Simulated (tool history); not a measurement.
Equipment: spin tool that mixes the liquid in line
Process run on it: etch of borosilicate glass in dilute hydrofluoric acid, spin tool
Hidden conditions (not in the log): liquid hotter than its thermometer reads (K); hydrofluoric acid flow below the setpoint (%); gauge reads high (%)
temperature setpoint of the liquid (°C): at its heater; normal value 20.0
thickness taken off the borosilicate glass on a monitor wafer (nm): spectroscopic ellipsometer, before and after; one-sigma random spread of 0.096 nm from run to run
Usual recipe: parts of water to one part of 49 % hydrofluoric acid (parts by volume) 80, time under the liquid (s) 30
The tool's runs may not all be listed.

run,hour,temperature setpoint of the liquid (°C),parts of water to one part of 49 % hydrofluoric acid (parts by volume),time under the liquid (s),wafers since the last listed run,hours since the thermometer was replaced,hours since the hydrofluoric acid flow meter was replaced,hours since the gauge calibration,"read-back film thickness of the borosilicate glass reference wafer, read on the same gauge (nm)",thickness taken off the borosilicate glass on a monitor wafer (nm)
1,0.0,20.0,80,45,0,556.6,268.4,211.0,149.97,25.98
2,12.0,20.0,80,45,175,568.6,280.4,223.0,149.99,25.79
3,28.3,20.0,60,30,238,584.9,296.7,239.3,150.02,23.70
4,44.5,20.0,80,25,236,601.1,312.9,255.5,150.00,14.55
5,51.1,20.0,80,25,96,607.7,319.5,262.1,150.02,14.70
6,65.9,20.0,80,30,216,622.5,334.3,276.9,149.98,17.33
7,78.2,20.0,80,30,179,634.8,346.6,289.2,149.99,17.18
8,91.5,20.0,100,35,194,648.1,359.9,302.5,150.02,15.84
9,98.1,20.0,80,15,96,654.7,366.5,309.1,149.98,8.70
10,108.4,20.0,80,15,150,665.0,376.8,319.4,150.02,8.75
11,117.2,20.0,80,15,128,673.8,385.6,328.2,149.98,8.85
12,130.2,23.0,80,30,190,686.8,398.6,341.2,150.00,19.89
13,147.9,23.0,80,30,258,704.5,416.3,358.9,150.00,19.90
# hour 155.7: hydrofluoric acid flow meter replaced
14,160.9,20.0,110,30,175,717.5,5.2,371.9,149.99,12.22
15,181.5,20.0,80,30,301,738.1,25.8,392.5,149.97,17.71
# hour 187.9: thermometer replaced
# hour 195.0: gauge calibrated
16,202.8,20.0,80,30,296,14.9,47.1,7.8,150.03,15.42
17,216.7,18.0,80,30,203,28.8,61.0,21.7,150.00,14.34
18,223.1,25.0,80,30,93,35.2,67.4,28.1,149.99,18.94
19,229.8,24.5,80,50,97,41.9,74.1,34.8,150.00,31.41
20,236.5,20.0,80,30,97,48.6,80.8,41.5,149.99,15.44
21,249.1,23.5,90,50,184,61.2,93.4,54.1,150.01,26.15

What does the tool deliver on the next run?
22,259.5,25.0,55,40,152,71.6,103.8,64.5,?,?

Run 22 produced read-back film thickness of the borosilicate glass reference wafer, read on the same gauge (nm) 150.02, thickness taken off the borosilicate glass on a monitor wafer (nm) 38.00.
Minus the tool's unlogged condition, the same run would have read thickness taken off the borosilicate glass on a monitor wafer (nm) 37.42.
